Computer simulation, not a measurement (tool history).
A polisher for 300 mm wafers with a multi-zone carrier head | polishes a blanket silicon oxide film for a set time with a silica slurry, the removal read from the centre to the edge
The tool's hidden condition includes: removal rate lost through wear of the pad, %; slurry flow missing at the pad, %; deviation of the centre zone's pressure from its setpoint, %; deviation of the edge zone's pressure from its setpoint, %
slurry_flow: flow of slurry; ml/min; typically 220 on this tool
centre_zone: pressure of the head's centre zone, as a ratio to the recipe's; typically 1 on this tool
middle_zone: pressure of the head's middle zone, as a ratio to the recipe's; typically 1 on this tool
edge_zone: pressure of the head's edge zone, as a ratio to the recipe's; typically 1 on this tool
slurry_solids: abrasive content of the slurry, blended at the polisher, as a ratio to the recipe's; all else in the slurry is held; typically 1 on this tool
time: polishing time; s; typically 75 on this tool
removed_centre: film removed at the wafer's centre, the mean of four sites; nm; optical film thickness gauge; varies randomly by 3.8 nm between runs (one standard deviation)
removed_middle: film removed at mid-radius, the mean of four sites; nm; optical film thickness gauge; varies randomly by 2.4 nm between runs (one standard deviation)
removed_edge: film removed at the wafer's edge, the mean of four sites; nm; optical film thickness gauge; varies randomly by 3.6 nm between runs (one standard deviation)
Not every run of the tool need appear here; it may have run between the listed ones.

run   hour  slurry_flow  centre_zone  middle_zone  edge_zone  slurry_solids  time  wafers since the last listed run  wafers polished on this pad  hours since the slurry nozzle was cleaned  hours since the centre zone pressure was calibrated  hours since the edge zone pressure was calibrated  hours since the carrier head's membrane was replaced  incoming thickness of the incoming film, nm  removed_centre  removed_middle  removed_edge
  1      0          220         0.93            1          1            0.8    75                                 0                          106                                      240.4                                                225.2                                             1156.2                                                1083.2                                       1431.6           223.3           242.1         237.4
  2   31.1          220         0.93            1          1            0.8    75                               179                          286                                      271.5                                                256.3                                             1187.3                                                1114.3                                       1415.5           219.4             239         243.8
  3   50.2          220            1            1       1.06              1    92                               110                          396                                      290.6                                                275.4                                             1206.4                                                1133.4                                       1394.9           332.2           332.1         351.2
  4   69.3          220            1            1       1.06              1    92                               110                          506                                      309.7                                                294.5                                             1225.5                                                1152.5                                       1425.2           334.8             336         351.1
  5     86          220            1            1       1.06              1    92                                96                          603                                      326.4                                                311.2                                             1242.2                                                1169.2                                       1401.2           344.7           334.7         349.6
     113.4  -- worn pad replaced by a new one
  6  121.8          220            1            1          1              1    75                               183                           48                                      362.2                                                  347                                               1278                                                  1205                                       1421.5           272.3           277.3         274.5
  7  154.3          220            1            1          1              1    75                               187                          236                                      394.7                                                379.5                                             1310.5                                                1237.5                                       1424.2           272.7           270.8         271.3
  8  187.3          220            1            1          1              1    75                               190                          426                                      427.7                                                412.5                                             1343.5                                                1270.5                                       1400.8           277.1           274.9         271.8
  9  202.7          275            1         1.07          1            0.7    75                                88                          515                                      443.1                                                427.9                                             1358.9                                                1285.9                                       1420.3             222           240.3         226.8
       207  -- edge zone pressure recalibrated
 10  220.4          165            1            1          1              1    75                                90                          605                                      460.8                                                445.6                                               13.4                                                1303.6                                       1413.7           259.8           256.7         268.2
     229.5  -- centre zone pressure recalibrated
     238.5  -- slurry nozzle cleaned
 11    239          220            1            1          1              1    75                                90                          696                                        0.5                                                  9.5                                                 32                                                1322.2                                       1390.9             266           275.2         272.7
     245.5  -- worn pad replaced by a new one
 12    259          275         1.06            1       1.09              1    75                                92                           77                                       20.5                                                 29.5                                                 52                                                1342.2                                         1385           301.8           277.8         289.7
 13  281.6          220            1            1          1              1    75                               130                          208                                       43.1                                                 52.1                                               74.6                                                1364.8                                       1424.9           272.4           274.2           279
     317.2  -- carrier head's membrane replaced by a new one
 14  317.7          220          1.1            1       1.04           0.85    75                               179                          387                                       79.2                                                 88.2                                              110.7                                                   0.5                                       1429.2           278.4           250.7         254.3
 15    329          220            1            1          1              1    75                                65                          453                                       90.5                                                 99.5                                                122                                                  11.8                                         1407           272.3           272.7         278.1
 16  357.6          220            1            1          1            1.1    75                               165                          618                                      119.1                                                128.1                                              150.6                                                  40.4                                       1409.3           279.6           285.6         289.9
 17  379.4          220            1         1.07       1.08           1.15    75                               125                          743                                      140.9                                                149.9                                              172.4                                                  62.2                                       1408.3           296.2           311.6         303.3
     392.4  -- worn pad replaced by a new one
 18  408.9          220         0.95         0.95       0.97              1    75                               147                           95                                      170.4                                                179.4                                              201.9                                                  91.7                                       1419.5           258.7           260.9         268.8
 19  427.4          275            1            1          1              1    59                               106                          202                                      188.9                                                197.9                                              220.4                                                 110.2                                       1411.2           224.5             222           221
 20  458.5          220            1            1          1           0.85    86                               179                          381                                        220                                                  229                                              251.5                                                 141.3                                       1426.3           283.5           285.4         290.2
 21  479.5          220            1            1       1.05           0.85    75                               121                          502                                        241                                                  250                                              272.5                                                 162.3                                       1410.3             252           244.6         250.1

Branching from run 21: 4 alternative next runs. What would each branch give?
  A  479.9          220            1            1       0.91              1    75                                 2                          505                                      241.4                                                250.4                                              272.9                                                 162.7                                       1399.6               ?               ?             ?
  B  479.9          250            1          1.1          1              1    57                                 2                          505                                      241.4                                                250.4                                              272.9                                                 162.7                                       1399.6               ?               ?             ?
  C  479.9          295         0.88            1          1           1.15    75                                 2                          505                                      241.4                                                250.4                                              272.9                                                 162.7                                       1399.6               ?               ?             ?
  D  479.9          280            1            1          1            0.9    75                                 2                          505                                      241.4                                                250.4                                              272.9                                                 162.7                                       1399.6               ?               ?             ?

run  removed_centre  removed_middle  removed_edge
  A           271.6           272.8           270
  B           210.5           228.7         214.9
  C           266.2           303.2         307.8
  D           265.2           265.5         270.1
Take away the tool's hidden state, keep each run's random variation, and the runs would have read:
run  removed_centre  removed_middle  removed_edge
  A           271.6           272.8           270
  B           210.5           228.7         214.9
  C           266.2           303.2         307.8
  D           265.2           265.5         270.1

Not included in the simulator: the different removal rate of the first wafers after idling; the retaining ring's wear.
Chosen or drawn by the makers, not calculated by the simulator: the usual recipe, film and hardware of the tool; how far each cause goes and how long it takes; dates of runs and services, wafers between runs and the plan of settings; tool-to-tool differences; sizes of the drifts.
